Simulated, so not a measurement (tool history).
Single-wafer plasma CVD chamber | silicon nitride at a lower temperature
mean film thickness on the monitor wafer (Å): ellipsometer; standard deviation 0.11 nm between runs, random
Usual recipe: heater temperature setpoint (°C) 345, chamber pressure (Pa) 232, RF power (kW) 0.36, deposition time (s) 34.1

run	hour	heater temperature setpoint (°C)	chamber pressure (Pa)	RF power (kW)	deposition time (s)	wafers since the last listed run	hours since the last thermocouple change	hours since the last RF generator calibration	hours since the last manometer calibration	hours since the showerhead was replaced	hours since the gauge calibration	read-back reference wafer on the same gauge, thickness_nm	mean film thickness on the monitor wafer (Å)
1	0	345	232	0.36	29.7	0	2495.1	1517.3	1319.3	3949.9	14.9	38.906	389.49
2	8.7	345	232	0.36	29.7	176	2503.8	1526	1328	3958.6	23.6	38.884	388.02
3	21.9	345	232	0.36	34.1	268	2517	1539.2	1341.2	3971.8	36.8	38.9	445.77
4	30.8	345	232	0.36	34.1	180	2525.9	1548.1	1350.1	3980.7	45.7	38.902	448.03
5	44.5	345	232	0.36	34.1	278	2539.6	1561.8	1363.8	3994.4	59.4	38.897	444.78
6	61.6	345	232	0.36	34.1	347	2556.7	1578.9	1380.9	4011.5	76.5	38.901	444.23
7	71	345	232	0.36	34.1	191	2566.1	1588.3	1390.3	4020.9	85.9	38.892	443.61
8	77.9	345	232	0.36	34.1	140	2573	1595.2	1397.2	4027.8	92.8	38.904	444.37
9	88.2	345	232	0.36	34.1	209	2583.3	1605.5	1407.5	4038.1	103.1	38.896	444.65
# hour 97.5: RF generator calibrated
10	100.6	345	232	0.36	34.1	89	2595.7	3.1	1419.9	4050.5	115.5	38.883	433.96
11	108.5	345	232	0.36	34.1	160	2603.6	11	1427.8	4058.4	123.4	38.896	435.96
12	122.7	345	232	0.36	34.1	288	2617.8	25.2	1442	4072.6	137.6	38.885	435.31
# hour 135.1: thermocouple changed; heater temperature recalibrated
13	137.4	345	232	0.385	34.1	136	2.3	39.9	1456.7	4087.3	152.3	38.916	452.04
# hour 155.2: capacitance manometer re-zeroed and calibrated
14	155.7	345	232	0.38	27.7	209	20.6	58.2	0.5	4105.6	170.6	38.892	364.58
15	167.1	345	232	0.36	34.1	231	32	69.6	11.9	4117	182	38.922	434.45
# hour 179.4: RF generator calibrated, repeated, since the last time left the tool worse
# hour 180.6: showerhead replaced
16	181.5	345	232	0.38	34.1	105	46.4	2.1	26.3	0.9	196.4	38.889	482.41
17	188.8	345	232	0.385	34.1	148	53.7	9.4	33.6	8.2	203.7	38.916	486.99
18	196.2	335	276	0.415	31.9	150	61.1	16.8	41	15.6	211.1	38.891	506.2
19	208.8	340	232	0.36	34.1	256	73.7	29.4	53.6	28.2	223.7	38.906	466.36
# hour 212.1: gauge calibrated
20	237.6	352	232	0.36	34.1	585	102.5	58.2	82.4	57	25.5	38.882	462.98
21	249.9	345	256	0.36	34.1	250	114.8	70.5	94.7	69.3	37.8	38.877	480.94
22	260.5	345	285	0.36	34.1	215	125.4	81.1	105.3	79.9	48.4	38.902	498.32
23	268.1	337	289	0.42	37.7	154	133	88.7	112.9	87.5	56	38.9	606.11
24	279.1	353	232	0.42	38.8	223	144	99.7	123.9	98.5	67	38.885	581.55
25	287	335	179	0.36	34.1	160	151.9	107.6	131.8	106.4	74.9	38.896	422.86
26	302.9	340	273	0.36	30.1	323	167.8	123.5	147.7	122.3	90.8	38.904	435.51
27	315.3	345	232	0.36	34.1	252	180.2	135.9	160.1	134.7	103.2	38.903	464.11

Branching from run 27: 5 alternative next runs. What would each branch give?
A	315.7	345	232	0.36	28.5	8	180.6	136.3	160.5	135.1	103.6	?	?
B	315.7	349	288	0.36	34.1	8	180.6	136.3	160.5	135.1	103.6	?	?
C	315.7	345	232	0.34	34.1	8	180.6	136.3	160.5	135.1	103.6	?	?
D	315.7	345	232	0.36	38.5	8	180.6	136.3	160.5	135.1	103.6	?	?
E	315.7	336	284	0.385	38.1	8	180.6	136.3	160.5	135.1	103.6	?	?

run	read-back reference wafer on the same gauge, thickness_nm	mean film thickness on the monitor wafer (Å)
A	38.9	389.5
B	38.9	499.61
C	38.9	449.46
D	38.9	525.82
E	38.9	582.34
With no hidden state in the tool, these same runs would have given:
run	mean film thickness on the monitor wafer (Å)
A	389.93
B	500.16
C	449.96
D	526.4
E	582.98
